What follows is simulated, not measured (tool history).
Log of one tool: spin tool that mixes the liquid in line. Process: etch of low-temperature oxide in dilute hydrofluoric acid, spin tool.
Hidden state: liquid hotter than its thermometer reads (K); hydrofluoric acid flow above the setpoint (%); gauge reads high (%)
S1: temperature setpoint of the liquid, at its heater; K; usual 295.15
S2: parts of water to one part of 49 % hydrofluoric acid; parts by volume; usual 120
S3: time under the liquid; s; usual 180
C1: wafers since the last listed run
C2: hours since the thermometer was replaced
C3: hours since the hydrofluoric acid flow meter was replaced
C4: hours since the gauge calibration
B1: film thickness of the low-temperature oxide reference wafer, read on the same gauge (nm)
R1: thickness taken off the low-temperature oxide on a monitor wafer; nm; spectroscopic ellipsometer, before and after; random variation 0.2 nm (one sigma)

run    hour      S1   S2   S3   C1     C2      C3      C4      B1     R1
  1       0  295.15  120  180    0  694.2   822.6  2180.5     150  27.18
  2    92.9  295.15  120  180  395  787.1   915.5  2273.4  150.02  27.44
  3   155.5  295.15  120  180  266  849.7   978.1    2336  150.01  27.83
  4   201.1  295.15  120  180  194  895.3  1023.7  2381.6  149.99  28.04
      202.4  -- thermometer replaced
  5     280  295.15  120  180  332   77.6  1102.6  2460.5  150.03  27.96
  6   324.5  295.15  120  180  189  122.1  1147.1    2505     150  27.85
  7   366.4  292.15  120  125  178    164    1189  2546.9  149.99  17.36
      435.2  -- hydrofluoric acid flow meter replaced
  8   465.4  292.15  120  125  417    263    30.2  2645.9  150.01  15.68
  9   501.8  295.15   95  180  155  299.4    66.6  2682.3  150.03  33.78
 10   555.3  295.15  120  180  228  352.9   120.1  2735.8  149.98  25.87
 11   602.6  295.15  120  180  201  400.2   167.4  2783.1     150  26.23
 12   692.1  295.15  120  180  381  489.7   256.9  2872.6  150.01  26.56
 13   731.8  295.15   90  180  169  529.4   296.6  2912.3  150.03  36.33
 14   815.5  295.15  120  180  356  613.1   380.3    2996     150  26.49
 15   871.6  295.15   80  180  239  669.2   436.4  3052.1  149.99  41.42
      901.3  -- gauge calibrated
 16   958.5  295.15  150  130  370  756.1   523.3    57.2     150  14.88
     1005.4  -- thermometer replaced
 17  1006.2  300.15  120  180  199    0.8     571   104.9  149.99   32.4
 18    1069  295.15  120  180  267   63.6   633.8   167.7  149.99  26.95
 19  1168.7  295.15   80  180  424  163.3   733.5   267.4  150.01  42.33
 20  1262.2  291.65  120  180  398  256.8     827   360.9  149.99  23.66
 21  1355.7  295.15  100  180  398  350.3   920.5   454.4  150.01  33.77
 22    1450  292.15   85  225  401  444.6  1014.8   548.7  149.99  45.45
 23  1532.7  295.15   60  150  352  527.3  1097.5   631.4  149.99  49.54
 24  1608.7  297.65  120   75  323  603.3  1173.5   707.4  150.02  12.76
       1623  -- hydrofluoric acid flow meter replaced
 25  1669.8  297.15   85  180  256  664.4    46.8   768.5  149.99     41
 26  1753.2  296.65  120   95  355  747.8   130.2   851.9  149.99  14.47
 27  1816.6  291.15  120  115  270  811.2   193.6   915.3     150  14.11
 28  1877.6  290.65  180   75  259  872.2   254.6   976.3  149.98   5.66
     1911.6  -- thermometer replaced
 29    1929  295.15  120  180  214   17.4     306  1027.7  150.02  26.46
 30  2036.9  295.15  120   90  459  125.3   413.9  1135.6  149.99  13.28
 31  2112.7  295.15   70  225  323  201.1   489.7  1211.4     150  60.62

How the hidden state differs across the entries between the runs, from the last listed run before each to the first after it:
Between runs 4 and 5: thermometer replaced (hour 202.4)
  hydrofluoric acid flow above the setpoint (%): 7.6 -> 8.16
  measured less the result without the state, R1: +2.23 -> +2.38 nm
Between runs 7 and 8: hydrofluoric acid flow meter replaced (hour 435.2)
  hydrofluoric acid flow above the setpoint (%): 8.77 -> 0.3
  measured less the result without the state, R1: +1.56 -> +0.05 nm
Between runs 15 and 16: gauge calibrated (hour 901.3)
  hydrofluoric acid flow above the setpoint (%): 3.17 -> 3.79
  measured less the result without the state, R1: +1.39 -> +0.63 nm
Between runs 16 and 17: thermometer replaced (hour 1005.4)
  hydrofluoric acid flow above the setpoint (%): 3.79 -> 4.13
  measured less the result without the state, R1: +0.63 -> +1.47 nm
Between runs 24 and 25: hydrofluoric acid flow meter replaced (hour 1623)
  hydrofluoric acid flow above the setpoint (%): 8.39 -> 0.557
  measured less the result without the state, R1: +1.12 -> +0.25 nm
Between runs 28 and 29: thermometer replaced (hour 1911.6)
  hydrofluoric acid flow above the setpoint (%): 2.03 -> 2.39
  measured less the result without the state, R1: +0.13 -> +0.7 nm
